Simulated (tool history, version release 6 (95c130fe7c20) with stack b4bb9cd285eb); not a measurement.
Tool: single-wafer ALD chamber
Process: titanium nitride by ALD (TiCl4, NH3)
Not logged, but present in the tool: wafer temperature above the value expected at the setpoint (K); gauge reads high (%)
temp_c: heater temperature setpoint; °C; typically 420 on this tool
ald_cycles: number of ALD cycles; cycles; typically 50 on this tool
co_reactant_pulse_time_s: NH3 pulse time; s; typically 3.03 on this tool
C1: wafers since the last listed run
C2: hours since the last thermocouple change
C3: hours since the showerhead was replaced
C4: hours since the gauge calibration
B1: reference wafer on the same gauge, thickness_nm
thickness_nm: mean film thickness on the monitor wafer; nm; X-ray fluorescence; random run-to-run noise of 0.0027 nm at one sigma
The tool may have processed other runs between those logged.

{"run": 1, "day": 0.0, "temp_c": 420, "ald_cycles": 50, "co_reactant_pulse_time_s": 3.03, "C1": 0, "C2": 1124.9, "C3": 2138.7, "C4": 1481.7, "B1": 1.187, "thickness_nm": 1.099}
{"run": 2, "day": 1.504, "temp_c": 420, "ald_cycles": 50, "co_reactant_pulse_time_s": 3.03, "C1": 107, "C2": 1161, "C3": 2174.8, "C4": 1517.8, "B1": 1.187, "thickness_nm": 1.101}
{"run": 3, "day": 5.717, "temp_c": 420, "ald_cycles": 50, "co_reactant_pulse_time_s": 3.03, "C1": 299, "C2": 1262.1, "C3": 2275.9, "C4": 1618.9, "B1": 1.188, "thickness_nm": 1.101}
{"run": 4, "day": 9.0, "temp_c": 431, "ald_cycles": 50, "co_reactant_pulse_time_s": 2.72, "C1": 233, "C2": 1340.9, "C3": 2354.7, "C4": 1697.7, "B1": 1.189, "thickness_nm": 1.1}
{"run": 5, "day": 12.175, "temp_c": 431, "ald_cycles": 50, "co_reactant_pulse_time_s": 2.72, "C1": 225, "C2": 1417.1, "C3": 2430.9, "C4": 1773.9, "B1": 1.19, "thickness_nm": 1.097}
{"run": 6, "day": 15.975, "temp_c": 431, "ald_cycles": 50, "co_reactant_pulse_time_s": 2.72, "C1": 270, "C2": 1508.3, "C3": 2522.1, "C4": 1865.1, "B1": 1.19, "thickness_nm": 1.102}
{"run": 7, "day": 17.588, "temp_c": 428, "ald_cycles": 50, "co_reactant_pulse_time_s": 3.03, "C1": 114, "C2": 1547, "C3": 2560.8, "C4": 1903.8, "B1": 1.192, "thickness_nm": 1.104}
{"run": 8, "day": 21.154, "temp_c": 409, "ald_cycles": 50, "co_reactant_pulse_time_s": 2.47, "C1": 253, "C2": 1632.6, "C3": 2646.4, "C4": 1989.4, "B1": 1.194, "thickness_nm": 1.094}
{"run": 9, "day": 23.838, "temp_c": 420, "ald_cycles": 50, "co_reactant_pulse_time_s": 2.37, "C1": 190, "C2": 1697, "C3": 2710.8, "C4": 2053.8, "B1": 1.193, "thickness_nm": 1.097}
{"run": 10, "day": 26.625, "temp_c": 420, "ald_cycles": 50, "co_reactant_pulse_time_s": 2.37, "C1": 198, "C2": 1763.9, "C3": 2777.7, "C4": 2120.7, "B1": 1.193, "thickness_nm": 1.092}
{"run": 11, "day": 30.967, "temp_c": 420, "ald_cycles": 45, "co_reactant_pulse_time_s": 3.03, "C1": 308, "C2": 1868.1, "C3": 2881.9, "C4": 2224.9, "B1": 1.196, "thickness_nm": 0.998}
{"run": 12, "day": 32.954, "temp_c": 420, "ald_cycles": 45, "co_reactant_pulse_time_s": 3.03, "C1": 141, "C2": 1915.8, "C3": 2929.6, "C4": 2272.6, "B1": 1.195, "thickness_nm": 0.999}
{"run": 13, "day": 35.829, "temp_c": 420, "ald_cycles": 45, "co_reactant_pulse_time_s": 3.03, "C1": 204, "C2": 1984.8, "C3": 2998.6, "C4": 2341.6, "B1": 1.197, "thickness_nm": 1.003}
{"run": 14, "day": 39.438, "temp_c": 420, "ald_cycles": 50, "co_reactant_pulse_time_s": 3.03, "C1": 256, "C2": 2071.4, "C3": 3085.2, "C4": 2428.2, "B1": 1.197, "thickness_nm": 1.112}
{"run": 15, "day": 42.712, "temp_c": 428, "ald_cycles": 58, "co_reactant_pulse_time_s": 2.29, "C1": 233, "C2": 2150, "C3": 3163.8, "C4": 2506.8, "B1": 1.199, "thickness_nm": 1.276}
{"day": 44.504, "done": "gauge calibrated"}
{"run": 16, "day": 51.1, "temp_c": 420, "ald_cycles": 45, "co_reactant_pulse_time_s": 3.03, "C1": 596, "C2": 2351.3, "C3": 3365.1, "C4": 158.3, "B1": 1.17, "thickness_nm": 0.973}
{"run": 17, "day": 54.008, "temp_c": 428, "ald_cycles": 58, "co_reactant_pulse_time_s": 2.32, "C1": 206, "C2": 2421.1, "C3": 3434.9, "C4": 228.1, "B1": 1.172, "thickness_nm": 1.248}
{"run": 18, "day": 57.512, "temp_c": 420, "ald_cycles": 50, "co_reactant_pulse_time_s": 3.03, "C1": 249, "C2": 2505.2, "C3": 3519, "C4": 312.2, "B1": 1.171, "thickness_nm": 1.084}
{"day": 61.642, "done": "showerhead replaced"}
{"run": 19, "day": 61.971, "temp_c": 407, "ald_cycles": 45, "co_reactant_pulse_time_s": 3.76, "C1": 293, "C2": 2612.2, "C3": 7.9, "C4": 419.2, "B1": 1.172, "thickness_nm": 0.984}
{"run": 20, "day": 63.717, "temp_c": 407, "ald_cycles": 45, "co_reactant_pulse_time_s": 3.76, "C1": 124, "C2": 2654.1, "C3": 49.8, "C4": 461.1, "B1": 1.173, "thickness_nm": 0.978}
{"run": 21, "day": 66.671, "temp_c": 412, "ald_cycles": 54, "co_reactant_pulse_time_s": 2.43, "C1": 210, "C2": 2725, "C3": 120.7, "C4": 532, "B1": 1.173, "thickness_nm": 1.166}
{"run": 22, "day": 68.883, "temp_c": 420, "ald_cycles": 57, "co_reactant_pulse_time_s": 2.51, "C1": 157, "C2": 2778.1, "C3": 173.8, "C4": 585.1, "B1": 1.175, "thickness_nm": 1.238}
{"run": 23, "day": 72.117, "temp_c": 431, "ald_cycles": 44, "co_reactant_pulse_time_s": 3.03, "C1": 230, "C2": 2855.7, "C3": 251.4, "C4": 662.7, "B1": 1.175, "thickness_nm": 0.96}
{"day": 75.071, "done": "thermocouple changed; heater temperature recalibrated"}
{"run": 24, "day": 76.254, "temp_c": 433, "ald_cycles": 56, "co_reactant_pulse_time_s": 2.03, "C1": 270, "C2": 28.4, "C3": 350.7, "C4": 762, "B1": 1.177, "thickness_nm": 1.205}
{"run": 25, "day": 78.796, "temp_c": 416, "ald_cycles": 45, "co_reactant_pulse_time_s": 3.03, "C1": 180, "C2": 89.4, "C3": 411.7, "C4": 823, "B1": 1.177, "thickness_nm": 0.975}
{"run": 26, "day": 91.096, "temp_c": 428, "ald_cycles": 44, "co_reactant_pulse_time_s": 4, "C1": 875, "C2": 384.6, "C3": 706.9, "C4": 1118.2, "B1": 1.18, "thickness_nm": 0.967}
{"run": 27, "day": 95.429, "temp_c": 420, "ald_cycles": 45, "co_reactant_pulse_time_s": 3.03, "C1": 308, "C2": 488.6, "C3": 810.9, "C4": 1222.2, "B1": 1.182, "thickness_nm": 0.987}

Alternative continuations, all from the tool just after run 27; predict every row:
{"run": "A", "day": 95.45, "temp_c": 420, "ald_cycles": 50, "co_reactant_pulse_time_s": 3.72, "C1": 1, "C2": 489.1, "C3": 811.4, "C4": 1222.7, "B1": "?", "thickness_nm": "?"}
{"run": "B", "day": 95.45, "temp_c": 428, "ald_cycles": 44, "co_reactant_pulse_time_s": 3.03, "C1": 1, "C2": 489.1, "C3": 811.4, "C4": 1222.7, "B1": "?", "thickness_nm": "?"}
{"run": "C", "day": 95.45, "temp_c": 424, "ald_cycles": 41, "co_reactant_pulse_time_s": 3.03, "C1": 1, "C2": 489.1, "C3": 811.4, "C4": 1222.7, "B1": "?", "thickness_nm": "?"}
{"run": "D", "day": 95.45, "temp_c": 420, "ald_cycles": 58, "co_reactant_pulse_time_s": 4.21, "C1": 1, "C2": 489.1, "C3": 811.4, "C4": 1222.7, "B1": "?", "thickness_nm": "?"}
{"run": "E", "day": 95.45, "temp_c": 411, "ald_cycles": 47, "co_reactant_pulse_time_s": 4.23, "C1": 1, "C2": 489.1, "C3": 811.4, "C4": 1222.7, "B1": "?", "thickness_nm": "?"}

run=A B1=1.182 thickness_nm=1.1
run=B B1=1.182 thickness_nm=0.964
run=C B1=1.182 thickness_nm=0.898
run=D B1=1.182 thickness_nm=1.28
run=E B1=1.182 thickness_nm=1.037
The same runs, with their run-to-run variation unchanged, on a tool lacking any hidden condition would have given:
run=A thickness_nm=1.089
run=B thickness_nm=0.954
run=C thickness_nm=0.889
run=D thickness_nm=1.267
run=E thickness_nm=1.026
